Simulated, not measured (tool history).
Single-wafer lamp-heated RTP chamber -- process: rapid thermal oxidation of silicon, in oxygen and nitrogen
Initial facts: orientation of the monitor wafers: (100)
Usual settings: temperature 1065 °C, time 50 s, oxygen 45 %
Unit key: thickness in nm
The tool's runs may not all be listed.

| run | hour | temperature | time | oxygen | read-back reference wafer on the same gauge, thickness | thickness |
|---|---|---|---|---|---|---|
| 1 | 0 | 1065 | 50 | 45 | 8.021 | 7.285 |
| 2 | 24.3 | 1065 | 50 | 45 | 8.021 | 7.315 |
| 3 | 49.7 | 1065 | 50 | 45 | 8.023 | 7.308 |
|  | 61.5 | pyrometer window cleaned and pyrometer calibrated |
| 4 | 63.3 | 1065 | 62 | 45 | 8.022 | 7.953 |
| 5 | 83.2 | 1065 | 62 | 45 | 8.018 | 7.949 |
| 6 | 108 | 1065 | 62 | 45 | 8.02 | 7.961 |
| 7 | 141.6 | 1065 | 50 | 45 | 8.025 | 7.283 |
| 8 | 165.1 | 1065 | 32 | 45 | 8.022 | 6.005 |
| 9 | 268.6 | 1065 | 32 | 45 | 8.024 | 6.06 |
|  | 294.9 | pyrometer window cleaned and pyrometer calibrated |
| 10 | 298.1 | 1065 | 32 | 45 | 8.019 | 5.97 |
| 11 | 333.1 | 1065 | 50 | 45 | 8.021 | 7.248 |
|  | 362 | oxygen flow controller replaced |
| 12 | 362.5 | 1065 | 50 | 45 | 8.022 | 7.253 |
| 13 | 371.3 | 1065 | 50 | 45 | 8.019 | 7.267 |
| 14 | 391.4 | 1065 | 60 | 45 | 8.022 | 7.879 |
| 15 | 414.1 | 1065 | 50 | 36 | 8.02 | 6.718 |
| 16 | 426.2 | 1087 | 43 | 58 | 8.021 | 8.607 |
| 17 | 439.4 | 1093 | 35 | 45 | 8.021 | 7.506 |
| 18 | 502.5 | 1082 | 72 | 35 | 8.019 | 8.815 |
|  | 516.7 | pyrometer window cleaned and pyrometer calibrated |
| 19 | 518.9 | 1065 | 29 | 59 | 8.023 | 6.275 |
| 20 | 537.6 | 1094 | 66 | 45 | 8.019 | 9.877 |
| 21 | 567.2 | 1065 | 50 | 45 | 8.019 | 7.254 |
|  | 578.9 | gauge calibrated |
| 22 | 585.8 | 1065 | 50 | 45 | 8.02 | 7.25 |
| 23 | 600.9 | 1050 | 75 | 45 | 8.024 | 7.856 |
| 24 | 622.7 | 1065 | 50 | 45 | 8.019 | 7.249 |
| 25 | 643.4 | 1065 | 50 | 74 | 8.017 | 8.656 |
| 26 | 663.3 | 1086 | 50 | 17 | 8.019 | 5.949 |
| 27 | 686.1 | 1092 | 33 | 69 | 8.02 | 8.451 |
|  | 713.2 | pyrometer window cleaned and pyrometer calibrated |
| 28 | 713.9 | 1065 | 65 | 31 | 8.022 | 7.122 |
| 29 | 746.4 | 1065 | 50 | 45 | 8.024 | 7.242 |
| 30 | 780.5 | 1049 | 74 | 45 | 8.02 | 7.73 |

What if the next run were any one of these 3? Each begins from the tool's condition after run 30:
| A | 780.9 | 1065 | 50 | 45 | ? | ? |
| B | 780.9 | 1092 | 50 | 45 | ? | ? |
| C | 780.9 | 1065 | 50 | 17 | ? | ? |

| run | read-back reference wafer on the same gauge, thickness | thickness |
|---|---|---|
| A | 8.019 | 7.24 |
| B | 8.019 | 8.628 |
| C | 8.019 | 5.194 |
Stripped of hidden state, with their random variation kept, the same runs would have yielded:
| run | thickness |
|---|---|
| A | 7.228 |
| B | 8.614 |
| C | 5.186 |

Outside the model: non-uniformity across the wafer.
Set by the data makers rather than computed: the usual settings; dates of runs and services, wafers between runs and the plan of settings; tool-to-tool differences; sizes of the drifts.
